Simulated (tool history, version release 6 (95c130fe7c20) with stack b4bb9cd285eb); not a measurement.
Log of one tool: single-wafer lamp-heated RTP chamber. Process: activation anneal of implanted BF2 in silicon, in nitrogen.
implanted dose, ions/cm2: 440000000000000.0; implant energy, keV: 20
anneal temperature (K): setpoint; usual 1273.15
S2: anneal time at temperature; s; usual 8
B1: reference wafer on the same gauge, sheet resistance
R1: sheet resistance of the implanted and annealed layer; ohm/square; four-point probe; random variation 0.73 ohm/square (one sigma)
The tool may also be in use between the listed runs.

{"run": 1, "day": 0.0, "anneal temperature (K)": 1273.15, "S2": 8, "B1": 369.07, "R1": 317.11}
{"run": 2, "day": 1.512, "anneal temperature (K)": 1273.15, "S2": 8, "B1": 368.88, "R1": 318.31}
{"day": 3.071, "done": "pyrometer window cleaned and pyrometer calibrated"}
{"run": 3, "day": 4.229, "anneal temperature (K)": 1273.15, "S2": 8, "B1": 369.08, "R1": 320.94}
{"run": 4, "day": 7.442, "anneal temperature (K)": 1294.15, "S2": 8, "B1": 368.96, "R1": 312.75}
{"run": 5, "day": 11.104, "anneal temperature (K)": 1294.15, "S2": 8, "B1": 368.94, "R1": 312.37}
{"run": 6, "day": 13.658, "anneal temperature (K)": 1294.15, "S2": 8, "B1": 368.97, "R1": 311.01}
{"run": 7, "day": 15.55, "anneal temperature (K)": 1273.15, "S2": 8, "B1": 368.98, "R1": 317.6}
{"day": 16.408, "done": "reflector plate cleaned"}
{"run": 8, "day": 19.996, "anneal temperature (K)": 1273.15, "S2": 8, "B1": 368.93, "R1": 321.08}
{"run": 9, "day": 24.354, "anneal temperature (K)": 1273.15, "S2": 8, "B1": 369.13, "R1": 317.91}
{"run": 10, "day": 26.467, "anneal temperature (K)": 1273.15, "S2": 8, "B1": 369.21, "R1": 317.97}
{"run": 11, "day": 28.246, "anneal temperature (K)": 1273.15, "S2": 8, "B1": 369.13, "R1": 317.3}
{"day": 29.617, "done": "pyrometer window cleaned and pyrometer calibrated"}
{"run": 12, "day": 30.112, "anneal temperature (K)": 1273.15, "S2": 8, "B1": 368.89, "R1": 321.87}
{"run": 13, "day": 33.662, "anneal temperature (K)": 1273.15, "S2": 8, "B1": 368.95, "R1": 321.17}
{"run": 14, "day": 36.296, "anneal temperature (K)": 1273.15, "S2": 8, "B1": 368.96, "R1": 320.27}
{"run": 15, "day": 39.838, "anneal temperature (K)": 1292.15, "S2": 7, "B1": 369.08, "R1": 313.84}
{"day": 40.762, "done": "reflector plate cleaned"}
{"run": 16, "day": 41.538, "anneal temperature (K)": 1273.15, "S2": 12, "B1": 368.83, "R1": 317.12}
{"run": 17, "day": 44.742, "anneal temperature (K)": 1273.15, "S2": 8, "B1": 369.06, "R1": 320.51}
{"day": 45.767, "done": "gauge calibrated"}
{"run": 18, "day": 47.762, "anneal temperature (K)": 1287.15, "S2": 11, "B1": 369.05, "R1": 312.24}
{"run": 19, "day": 50.604, "anneal temperature (K)": 1273.15, "S2": 8, "B1": 369.06, "R1": 318.58}
{"run": 20, "day": 54.146, "anneal temperature (K)": 1258.15, "S2": 12, "B1": 368.88, "R1": 319.42}
{"day": 56.175, "done": "pyrometer window cleaned and pyrometer calibrated"}
{"run": 21, "day": 56.196, "anneal temperature (K)": 1301.15, "S2": 12, "B1": 368.95, "R1": 307.71}
{"run": 22, "day": 59.979, "anneal temperature (K)": 1298.15, "S2": 8, "B1": 368.82, "R1": 312.02}
{"run": 23, "day": 62.821, "anneal temperature (K)": 1261.15, "S2": 10, "B1": 369.06, "R1": 323.07}
{"run": 24, "day": 65.108, "anneal temperature (K)": 1296.15, "S2": 12, "B1": 368.79, "R1": 309.67}
{"day": 67.629, "done": "reflector plate cleaned"}
{"run": 25, "day": 68.996, "anneal temperature (K)": 1301.15, "S2": 6, "B1": 368.91, "R1": 313.72}
{"run": 26, "day": 71.033, "anneal temperature (K)": 1273.15, "S2": 8, "B1": 369.16, "R1": 321.55}
{"run": 27, "day": 74.904, "anneal temperature (K)": 1255.15, "S2": 6, "B1": 368.76, "R1": 333.71}
{"run": 28, "day": 76.467, "anneal temperature (K)": 1302.15, "S2": 13, "B1": 368.98, "R1": 306.93}
{"run": 29, "day": 80.05, "anneal temperature (K)": 1290.15, "S2": 8, "B1": 368.84, "R1": 312.68}
{"run": 30, "day": 82.5, "anneal temperature (K)": 1273.15, "S2": 8, "B1": 369.1, "R1": 318.49}
{"day": 84.667, "done": "pyrometer window cleaned and pyrometer calibrated"}
{"run": 31, "day": 86.471, "anneal temperature (K)": 1273.15, "S2": 10, "B1": 369.08, "R1": 319.42}
{"day": 90.333, "done": "reflector plate cleaned"}
{"run": 32, "day": 90.625, "anneal temperature (K)": 1260.15, "S2": 6, "B1": 369.18, "R1": 334.57}
{"run": 33, "day": 93.225, "anneal temperature (K)": 1253.15, "S2": 4, "B1": 369.13, "R1": 345.52}
{"run": 34, "day": 97.375, "anneal temperature (K)": 1250.15, "S2": 11, "B1": 369.17, "R1": 334.72}
{"run": 35, "day": 101.8, "anneal temperature (K)": 1273.15, "S2": 8, "B1": 369.02, "R1": 321.38}

5 ways to go on from here, each from the tool as it stands after run 35. What would each give?
{"run": "A", "day": 101.817, "anneal temperature (K)": 1259.15, "S2": 8, "B1": "?", "R1": "?"}
{"run": "B", "day": 101.817, "anneal temperature (K)": 1244.15, "S2": 8, "B1": "?", "R1": "?"}
{"run": "C", "day": 101.817, "anneal temperature (K)": 1291.15, "S2": 4, "B1": "?", "R1": "?"}
{"run": "D", "day": 101.817, "anneal temperature (K)": 1255.15, "S2": 3, "B1": "?", "R1": "?"}
{"run": "E", "day": 101.817, "anneal temperature (K)": 1273.15, "S2": 5, "B1": "?", "R1": "?"}

run=A B1=369.1 R1=326.79
run=B B1=369.1 R1=340.96
run=C B1=369.1 R1=318.17
run=D B1=369.1 R1=339.01
run=E B1=369.1 R1=323.37
Without the tool's hidden state the same runs would have given:
run=A R1=333.01
run=B R1=351.19
run=C R1=320.71
run=D R1=346.3
run=E R1=327.34

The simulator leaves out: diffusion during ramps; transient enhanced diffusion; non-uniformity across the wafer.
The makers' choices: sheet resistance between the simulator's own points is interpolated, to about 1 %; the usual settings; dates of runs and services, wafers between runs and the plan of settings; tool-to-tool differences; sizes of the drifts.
